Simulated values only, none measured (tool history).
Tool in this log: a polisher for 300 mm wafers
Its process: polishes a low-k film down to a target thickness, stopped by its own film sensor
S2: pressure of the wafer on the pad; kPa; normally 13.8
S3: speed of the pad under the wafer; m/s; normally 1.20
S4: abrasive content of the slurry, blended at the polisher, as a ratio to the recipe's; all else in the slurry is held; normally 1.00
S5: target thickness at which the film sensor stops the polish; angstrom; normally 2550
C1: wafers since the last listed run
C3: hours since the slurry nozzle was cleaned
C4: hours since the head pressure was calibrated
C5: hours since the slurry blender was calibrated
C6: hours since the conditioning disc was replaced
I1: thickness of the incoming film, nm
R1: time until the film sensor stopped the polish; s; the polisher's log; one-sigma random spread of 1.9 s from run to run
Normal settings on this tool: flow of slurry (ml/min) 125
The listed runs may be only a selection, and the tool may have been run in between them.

run 1 day=0.000 | flow_of_slurry_(ml/min)=125 S2=13.8 S3=1.20 S4=1.00 S5=2550 | C1=0 wafers_polished_on_this_pad=681 C3=201.8 C4=140.3 C5=193.2 C6=278.6 | I1=321.0 | R1=149.3
run 2 day=1.150 | flow_of_slurry_(ml/min)=125 S2=13.8 S3=1.20 S4=1.00 S5=2550 | C1=195 wafers_polished_on_this_pad=877 C3=229.4 C4=167.9 C5=220.8 C6=306.2 | I1=319.8 | R1=151.1
-- day=2.096 slurry blender recalibrated
-- day=4.042 slurry nozzle cleaned
run 3 day=4.092 | flow_of_slurry_(ml/min)=125 S2=13.8 S3=1.20 S4=1.00 S5=2550 | C1=478 wafers_polished_on_this_pad=1355 C3=1.2 C4=238.5 C5=47.9 C6=376.8 | I1=323.7 | R1=154.5
run 4 day=5.121 | flow_of_slurry_(ml/min)=125 S2=13.8 S3=1.20 S4=1.00 S5=2550 | C1=174 wafers_polished_on_this_pad=1530 C3=25.9 C4=263.2 C5=72.6 C6=401.5 | I1=315.2 | R1=132.4
-- day=5.517 conditioning disc replaced and pad reconditioned
-- day=7.271 worn pad replaced by a new one
run 5 day=8.108 | flow_of_slurry_(ml/min)=125 S2=13.8 S3=1.20 S4=1.00 S5=2550 | C1=464 wafers_polished_on_this_pad=141 C3=97.6 C4=334.9 C5=144.3 C6=62.2 | I1=322.3 | R1=147.0
run 6 day=10.417 | flow_of_slurry_(ml/min)=125 S2=13.8 S3=1.20 S4=1.00 S5=2550 | C1=392 wafers_polished_on_this_pad=533 C3=153.0 C4=390.3 C5=199.7 C6=117.6 | I1=318.6 | R1=135.4
-- day=11.321 slurry blender recalibrated
run 7 day=11.908 | flow_of_slurry_(ml/min)=125 S2=13.8 S3=1.20 S4=1.05 S5=2550 | C1=239 wafers_polished_on_this_pad=773 C3=188.8 C4=426.1 C5=14.1 C6=153.4 | I1=321.3 | R1=139.0
-- day=12.675 head pressure recalibrated
run 8 day=14.867 | flow_of_slurry_(ml/min)=125 S2=13.8 S3=1.20 S4=1.00 S5=2550 | C1=488 wafers_polished_on_this_pad=1261 C3=259.8 C4=52.6 C5=85.1 C6=224.4 | I1=326.5 | R1=194.6
-- day=16.504 slurry nozzle cleaned
run 9 day=17.408 | flow_of_slurry_(ml/min)=125 S2=13.8 S3=1.46 S4=1.00 S5=2550 | C1=424 wafers_polished_on_this_pad=1686 C3=21.7 C4=113.6 C5=146.1 C6=285.4 | I1=321.2 | R1=149.2
-- day=18.308 worn pad replaced by a new one
run 10 day=19.350 | flow_of_slurry_(ml/min)=125 S2=13.8 S3=1.46 S4=1.00 S5=2550 | C1=301 wafers_polished_on_this_pad=177 C3=68.3 C4=160.2 C5=192.7 C6=332.0 | I1=318.7 | R1=140.3
-- day=21.012 conditioning disc replaced and pad reconditioned
run 11 day=21.671 | flow_of_slurry_(ml/min)=125 S2=13.8 S3=1.46 S4=1.00 S5=2550 | C1=380 wafers_polished_on_this_pad=557 C3=124.0 C4=215.9 C5=248.4 C6=15.8 | I1=314.9 | R1=130.2
-- day=23.033 slurry blender recalibrated
-- day=23.596 head pressure recalibrated, repeated, since the last time left the tool worse
run 12 day=24.408 | flow_of_slurry_(ml/min)=125 S2=13.8 S3=1.20 S4=1.00 S5=2690 | C1=436 wafers_polished_on_this_pad=993 C3=189.7 C4=19.5 C5=33.0 C6=81.5 | I1=323.7 | R1=124.0
run 13 day=27.250 | flow_of_slurry_(ml/min)=125 S2=13.8 S3=1.46 S4=1.00 S5=2550 | C1=482 wafers_polished_on_this_pad=1476 C3=257.9 C4=87.7 C5=101.2 C6=149.7 | I1=313.7 | R1=112.3
-- day=27.729 worn pad replaced by a new one
-- day=28.579 slurry nozzle cleaned
run 14 day=28.900 | flow_of_slurry_(ml/min)=125 S2=17.2 S3=1.20 S4=1.00 S5=2550 | C1=244 wafers_polished_on_this_pad=191 C3=7.7 C4=127.3 C5=140.8 C6=189.3 | I1=315.4 | R1=108.9
run 15 day=31.483 | flow_of_slurry_(ml/min)=160 S2=13.8 S3=0.84 S4=1.00 S5=2550 | C1=438 wafers_polished_on_this_pad=630 C3=69.7 C4=189.3 C5=202.8 C6=251.3 | I1=325.4 | R1=195.5
-- day=32.538 slurry blender recalibrated
run 16 day=33.967 | flow_of_slurry_(ml/min)=125 S2=13.8 S3=1.20 S4=1.00 S5=2550 | C1=407 wafers_polished_on_this_pad=1038 C3=129.3 C4=248.9 C5=34.3 C6=310.9 | I1=318.0 | R1=136.5
run 17 day=35.904 | flow_of_slurry_(ml/min)=125 S2=9.7 S3=0.94 S4=1.15 S5=2470 | C1=329 wafers_polished_on_this_pad=1367 C3=175.8 C4=295.4 C5=80.8 C6=357.4 | I1=323.7 | R1=272.2
-- day=38.412 conditioning disc replaced and pad reconditioned
-- day=39.317 worn pad replaced by a new one
run 18 day=39.600 | flow_of_slurry_(ml/min)=155 S2=13.8 S3=1.48 S4=1.00 S5=2740 | C1=585 wafers_polished_on_this_pad=47 C3=264.5 C4=384.1 C5=169.5 C6=28.5 | I1=318.5 | R1=76.1
run 19 day=41.388 | flow_of_slurry_(ml/min)=100 S2=13.8 S3=1.20 S4=1.00 S5=2550 | C1=303 wafers_polished_on_this_pad=351 C3=307.4 C4=427.0 C5=212.4 C6=71.4 | I1=326.0 | R1=158.6
-- day=41.700 head pressure recalibrated
-- day=43.200 slurry blender recalibrated
-- day=43.888 slurry nozzle cleaned
run 20 day=44.246 | flow_of_slurry_(ml/min)=125 S2=13.8 S3=1.20 S4=1.00 S5=2550 | C1=450 wafers_polished_on_this_pad=801 C3=8.6 C4=61.1 C5=25.1 C6=140.0 | I1=319.3 | R1=148.7
run 21 day=45.833 | flow_of_slurry_(ml/min)=125 S2=9.7 S3=1.62 S4=0.80 S5=2420 | C1=269 wafers_polished_on_this_pad=1071 C3=46.7 C4=99.2 C5=63.2 C6=178.1 | I1=313.2 | R1=184.9
run 22 day=48.154 | flow_of_slurry_(ml/min)=85 S2=13.8 S3=1.20 S4=1.00 S5=2550 | C1=394 wafers_polished_on_this_pad=1465 C3=102.4 C4=154.9 C5=118.9 C6=233.8 | I1=323.0 | R1=168.3
-- day=49.392 worn pad replaced by a new one
run 23 day=50.104 | flow_of_slurry_(ml/min)=95 S2=17.2 S3=1.20 S4=1.00 S5=2550 | C1=302 wafers_polished_on_this_pad=121 C3=149.2 C4=201.7 C5=165.7 C6=280.6 | I1=325.3 | R1=137.7
run 24 day=52.850 | flow_of_slurry_(ml/min)=125 S2=13.8 S3=1.20 S4=1.15 S5=2390 | C1=466 wafers_polished_on_this_pad=587 C3=215.1 C4=267.6 C5=231.6 C6=346.5 | I1=324.0 | R1=182.1

3 options for the next run, each taken on its own from the tool as it stands now. Forecast them:
run A day=52.871 | flow_of_slurry_(ml/min)=125 S2=13.8 S3=1.20 S4=1.00 S5=2550 | C1=3 wafers_polished_on_this_pad=591 C3=215.6 C4=268.1 C5=232.1 C6=347.0 | I1=322.1 | R1=?
run B day=52.871 | flow_of_slurry_(ml/min)=125 S2=11.7 S3=1.04 S4=1.25 S5=2480 | C1=3 wafers_polished_on_this_pad=591 C3=215.6 C4=268.1 C5=232.1 C6=347.0 | I1=322.1 | R1=?
run C day=52.871 | flow_of_slurry_(ml/min)=125 S2=10.3 S3=1.58 S4=1.00 S5=2550 | C1=3 wafers_polished_on_this_pad=591 C3=215.6 C4=268.1 C5=232.1 C6=347.0 | I1=322.1 | R1=?

run=A R1=144.9
run=B R1=194.1
run=C R1=150.0
Without the tool's hidden state the same runs would have given:
run=A R1=153.8
run=B R1=206.0
run=C R1=159.2
